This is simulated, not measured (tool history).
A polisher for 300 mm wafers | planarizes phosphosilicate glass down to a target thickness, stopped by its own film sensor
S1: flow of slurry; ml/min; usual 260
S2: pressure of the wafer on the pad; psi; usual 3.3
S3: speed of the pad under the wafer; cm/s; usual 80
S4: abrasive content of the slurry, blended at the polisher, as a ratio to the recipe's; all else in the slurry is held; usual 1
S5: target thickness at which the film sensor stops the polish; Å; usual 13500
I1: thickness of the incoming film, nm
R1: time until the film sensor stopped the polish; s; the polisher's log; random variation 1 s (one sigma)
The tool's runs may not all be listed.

run,hour,S1,S2,S3,S4,S5,I1,R1
1,0,260,3.3,70,1,13500,2201,132.8
# hour 38.1: slurry blender recalibrated
2,72.6,260,3.3,70,1,13500,2261,144.1
# hour 93.6: worn pad replaced by a new one
3,166.2,300,3.3,80,1.2,13500,2183.8,105.2
# hour 173.7: conditioning disc replaced and pad reconditioned
# hour 186.1: slurry nozzle cleaned
4,245.8,300,3.3,80,1.2,13500,2193,109.9
# hour 260.2: slurry blender recalibrated
5,317,300,3.3,80,1.2,13500,2255.7,121.1
# hour 371.4: worn pad replaced by a new one
6,404,260,3.8,80,1,13500,2197.7,112.5
# hour 433.1: slurry nozzle cleaned, repeated, since the last time left the tool worse
7,447.2,260,3.8,80,1,13500,2251.3,110
# hour 473.1: slurry blender recalibrated
8,510.2,260,3.8,80,1,13500,2213,105.7
# hour 553.2: head pressure recalibrated
# hour 599.9: worn pad replaced by a new one
9,611.1,320,3.3,80,1,12310,2172.1,131.3
# hour 651.8: slurry nozzle cleaned
# hour 696.3: conditioning disc replaced and pad reconditioned
10,700.6,260,3.3,90,1,12010,2189.5,124.6
# hour 753.1: slurry blender recalibrated
11,757.9,345,3.3,70,1.25,15280,2252.4,97.8
# hour 855.1: worn pad replaced by a new one
12,855.6,260,2.9,80,1,16270,2180.1,88.9
# hour 895.2: slurry nozzle cleaned
13,925.1,200,3.3,96,0.85,14670,2193.6,103.5
14,987.7,205,3.3,70,1,11700,2212.8,170.4
# hour 1003.2: slurry blender recalibrated
15,1029.9,260,2.4,80,1,13500,2214.3,168.7
# hour 1080.4: worn pad replaced by a new one
16,1083.6,260,3.3,80,1,13500,2186.3,119.1
# hour 1134.5: slurry nozzle cleaned
# hour 1139.6: head pressure recalibrated
17,1177.1,260,4.2,80,1,14800,2245.3,83.3
18,1234.3,190,3.3,70,1,15140,2198.9,111

Forecast each of these 3 alternatives for the next run:
A,1234.8,260,3.3,80,1,13500,2223.4,?
B,1234.8,260,3.3,92,0.8,13500,2223.4,?
C,1234.8,185,3.3,68,1.15,13500,2223.4,?

run,R1
A,121.6
B,130
C,132.7
Without the tool's hidden state the same runs would have given:
run,R1
A,120.6
B,128.9
C,131.3
